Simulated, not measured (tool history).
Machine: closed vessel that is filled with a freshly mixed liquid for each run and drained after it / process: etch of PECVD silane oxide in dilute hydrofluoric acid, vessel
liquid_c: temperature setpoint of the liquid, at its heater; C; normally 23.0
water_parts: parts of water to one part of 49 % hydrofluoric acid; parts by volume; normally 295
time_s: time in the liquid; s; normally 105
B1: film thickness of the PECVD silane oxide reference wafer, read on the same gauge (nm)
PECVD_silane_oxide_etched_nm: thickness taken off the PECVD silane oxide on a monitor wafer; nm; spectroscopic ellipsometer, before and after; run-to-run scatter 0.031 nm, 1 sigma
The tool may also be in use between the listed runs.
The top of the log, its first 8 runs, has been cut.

Run 9, day 22.192: usual settings; B1 95.711. Result: PECVD_silane_oxide_etched_nm 4.564 nm.
At day 23.838: gauge calibrated.
Run 10, day 26.588: usual settings but liquid_c 27.0 C; B1 100.155. Result: PECVD_silane_oxide_etched_nm 5.456 nm.
Run 11, day 29.421: usual settings; B1 100.069. Result: PECVD_silane_oxide_etched_nm 4.849 nm.
Run 12, day 33.279: usual settings; B1 99.939. Result: PECVD_silane_oxide_etched_nm 4.756 nm.
Run 13, day 35.954: usual settings; B1 99.834. Result: PECVD_silane_oxide_etched_nm 4.810 nm.
Run 14, day 37.667: usual settings but water_parts 380 parts by volume; B1 99.808. Result: PECVD_silane_oxide_etched_nm 3.465 nm.
Run 15, day 40.042: usual settings but liquid_c 25.5 C, time_s 75 s; B1 99.676. Result: PECVD_silane_oxide_etched_nm 3.732 nm.
Run 16, day 42.375: usual settings but liquid_c 25.0 C, water_parts 340 parts by volume, time_s 130 s; B1 99.608. Result: PECVD_silane_oxide_etched_nm 5.284 nm.
At day 44.067: hydrofluoric acid flow meter replaced.
Run 17, day 46.850: usual settings but liquid_c 19.0 C, water_parts 150 parts by volume, time_s 125 s; B1 99.457. Result: PECVD_silane_oxide_etched_nm 11.042 nm.
Run 18, day 49.408: usual settings but liquid_c 18.5 C, water_parts 170 parts by volume, time_s 140 s; B1 99.434. Result: PECVD_silane_oxide_etched_nm 10.478 nm.
At day 51.104: thermometer replaced.
Run 19, day 52.871: usual settings; B1 99.262. Result: PECVD_silane_oxide_etched_nm 4.730 nm.
Run 20, day 57.250: usual settings; B1 99.075. Result: PECVD_silane_oxide_etched_nm 4.786 nm.
Run 21, day 61.300: usual settings; B1 98.991. Result: PECVD_silane_oxide_etched_nm 4.737 nm.
Run 22, day 63.008: usual settings but liquid_c 24.5 C; B1 98.880. Result: PECVD_silane_oxide_etched_nm 5.044 nm.
Run 23, day 66.483: usual settings but water_parts 195 parts by volume, time_s 135 s; B1 98.775. Result: PECVD_silane_oxide_etched_nm 10.114 nm.
Run 24, day 69.688: usual settings but liquid_c 25.0 C, water_parts 425 parts by volume, time_s 60 s; B1 98.696. Result: PECVD_silane_oxide_etched_nm 1.771 nm.
Run 25, day 71.971: usual settings but liquid_c 25.0 C, water_parts 400 parts by volume, time_s 70 s; B1 98.611. Result: PECVD_silane_oxide_etched_nm 2.230 nm.
Run 26, day 76.046: usual settings but water_parts 385 parts by volume; B1 98.494. Result: PECVD_silane_oxide_etched_nm 3.365 nm.
Run 27, day 78.371: usual settings but water_parts 205 parts by volume, time_s 155 s; B1 98.389. Result: PECVD_silane_oxide_etched_nm 10.977 nm.
Run 28, day 81.646: usual settings but liquid_c 27.5 C, water_parts 170 parts by volume, time_s 90 s; B1 98.265. Result: PECVD_silane_oxide_etched_nm 9.457 nm.
Run 29, day 85.950: usual settings but liquid_c 26.5 C; B1 98.092. Result: PECVD_silane_oxide_etched_nm 5.302 nm.
Run 30, day 87.871: usual settings; B1 98.079. Result: PECVD_silane_oxide_etched_nm 4.703 nm.
Run 31, day 94.012: usual settings but liquid_c 26.5 C, water_parts 410 parts by volume, time_s 45 s; B1 97.874. Result: PECVD_silane_oxide_etched_nm 1.467 nm.
Run 32, day 98.458: usual settings; B1 97.743. Result: PECVD_silane_oxide_etched_nm 4.689 nm.
Run 33, day 102.250: usual settings; B1 97.533. Result: PECVD_silane_oxide_etched_nm 4.652 nm.

Branching from run 33: 4 alternative next runs. What would each branch give?
Run A, day 102.279: usual settings but liquid_c 19.5 C; B1 ?. Result: PECVD_silane_oxide_etched_nm ?.
Run B, day 102.279: usual settings but water_parts 190 parts by volume; B1 ?. Result: PECVD_silane_oxide_etched_nm ?.
Run C, day 102.279: usual settings but time_s 85 s; B1 ?. Result: PECVD_silane_oxide_etched_nm ?.
Run D, day 102.279: usual settings but liquid_c 20.0 C, water_parts 215 parts by volume, time_s 55 s; B1 ?. Result: PECVD_silane_oxide_etched_nm ?.

run      B1  PECVD_silane_oxide_etched_nm
  A  97.589                         4.141
  B  97.589                         8.107
  C  97.589                         3.803
  D  97.589                         3.265
Without the tool's unlogged condition, the same runs would have read:
run  PECVD_silane_oxide_etched_nm
  A                         4.244
  B                         8.309
  C                         3.898
  D                         3.347

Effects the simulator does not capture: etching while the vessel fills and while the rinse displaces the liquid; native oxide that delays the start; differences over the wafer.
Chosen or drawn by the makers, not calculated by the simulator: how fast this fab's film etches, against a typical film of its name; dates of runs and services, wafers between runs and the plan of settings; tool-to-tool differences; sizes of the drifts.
